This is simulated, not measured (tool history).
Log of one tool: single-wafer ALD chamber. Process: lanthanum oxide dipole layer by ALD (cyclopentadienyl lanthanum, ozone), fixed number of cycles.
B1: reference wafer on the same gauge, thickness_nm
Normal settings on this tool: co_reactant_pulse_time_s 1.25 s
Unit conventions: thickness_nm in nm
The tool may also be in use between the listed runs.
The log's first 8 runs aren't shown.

Run 9, hour 369.0: usual settings but co_reactant_pulse_time_s 0.99 s; B1 0.598. Result: thickness_nm 0.455 nm.
Run 10, hour 428.0: usual settings but co_reactant_pulse_time_s 1.62 s; B1 0.596. Result: thickness_nm 0.513 nm.
Run 11, hour 470.8: usual settings but co_reactant_pulse_time_s 1.62 s; B1 0.597. Result: thickness_nm 0.511 nm.
Run 12, hour 505.6: usual settings but co_reactant_pulse_time_s 1.62 s; B1 0.597. Result: thickness_nm 0.512 nm.
Run 13, hour 548.0: usual settings; B1 0.597. Result: thickness_nm 0.482 nm.
Run 14, hour 610.8: usual settings; B1 0.596. Result: thickness_nm 0.487 nm.
Run 15, hour 647.1: usual settings; B1 0.598. Result: thickness_nm 0.478 nm.
Run 16, hour 694.0: usual settings but co_reactant_pulse_time_s 0.95 s; B1 0.596. Result: thickness_nm 0.439 nm.
Run 17, hour 758.8: usual settings; B1 0.597. Result: thickness_nm 0.472 nm.
Run 18, hour 822.4: usual settings but co_reactant_pulse_time_s 0.91 s; B1 0.597. Result: thickness_nm 0.424 nm.
At hour 849.6: gauge calibrated.
Run 19, hour 889.6: usual settings; B1 0.597. Result: thickness_nm 0.474 nm.
Run 20, hour 950.9: usual settings but co_reactant_pulse_time_s 1.62 s; B1 0.596. Result: thickness_nm 0.495 nm.
At hour 970.0: thermocouple changed; heater temperature recalibrated.
Run 21, hour 996.8: usual settings but co_reactant_pulse_time_s 0.77 s; B1 0.598. Result: thickness_nm 0.391 nm.
Run 22, hour 1068.1: usual settings but co_reactant_pulse_time_s 0.86 s; B1 0.596. Result: thickness_nm 0.407 nm.
Run 23, hour 1109.0: usual settings; B1 0.598. Result: thickness_nm 0.460 nm.
At hour 1142.2: showerhead replaced, of another model than before.
At hour 1167.8: ozone generator serviced.
Run 24, hour 1172.9: usual settings but co_reactant_pulse_time_s 0.81 s; B1 0.595. Result: thickness_nm 0.480 nm.
Run 25, hour 1226.3: usual settings but co_reactant_pulse_time_s 1.39 s; B1 0.597. Result: thickness_nm 0.505 nm.
Run 26, hour 1272.4: usual settings but co_reactant_pulse_time_s 1.75 s; B1 0.597. Result: thickness_nm 0.517 nm.
Run 27, hour 1308.2: usual settings but co_reactant_pulse_time_s 1.68 s; B1 0.598. Result: thickness_nm 0.509 nm.
Run 28, hour 1344.6: usual settings but co_reactant_pulse_time_s 1.72 s; B1 0.597. Result: thickness_nm 0.514 nm.
Run 29, hour 1408.3: usual settings but co_reactant_pulse_time_s 1.58 s; B1 0.597. Result: thickness_nm 0.511 nm.
Run 30, hour 1443.9: usual settings but co_reactant_pulse_time_s 0.82 s; B1 0.597. Result: thickness_nm 0.473 nm.
Run 31, hour 1471.4: usual settings but co_reactant_pulse_time_s 0.86 s; B1 0.597. Result: thickness_nm 0.468 nm.
Run 32, hour 1529.3: usual settings but co_reactant_pulse_time_s 1.04 s; B1 0.598. Result: thickness_nm 0.485 nm.

Each row is a separate what-if for the run after 32, all from the same tool condition, not one after another. Results?
Run A, hour 1529.7: usual settings; B1 ?. Result: thickness_nm ?.
Run B, hour 1529.7: usual settings but co_reactant_pulse_time_s 1.48 s; B1 ?. Result: thickness_nm ?.
Run C, hour 1529.7: usual settings but co_reactant_pulse_time_s 0.96 s; B1 ?. Result: thickness_nm ?.
Run D, hour 1529.7: usual settings but co_reactant_pulse_time_s 0.76 s; B1 ?. Result: thickness_nm ?.

run     B1  thickness_nm
  A  0.598         0.498
  B  0.598         0.507
  C  0.598         0.483
  D  0.598         0.470
Stripped of hidden state, with their random variation kept, the same runs would have yielded:
run  thickness_nm
  A         0.506
  B         0.514
  C         0.492
  D         0.481
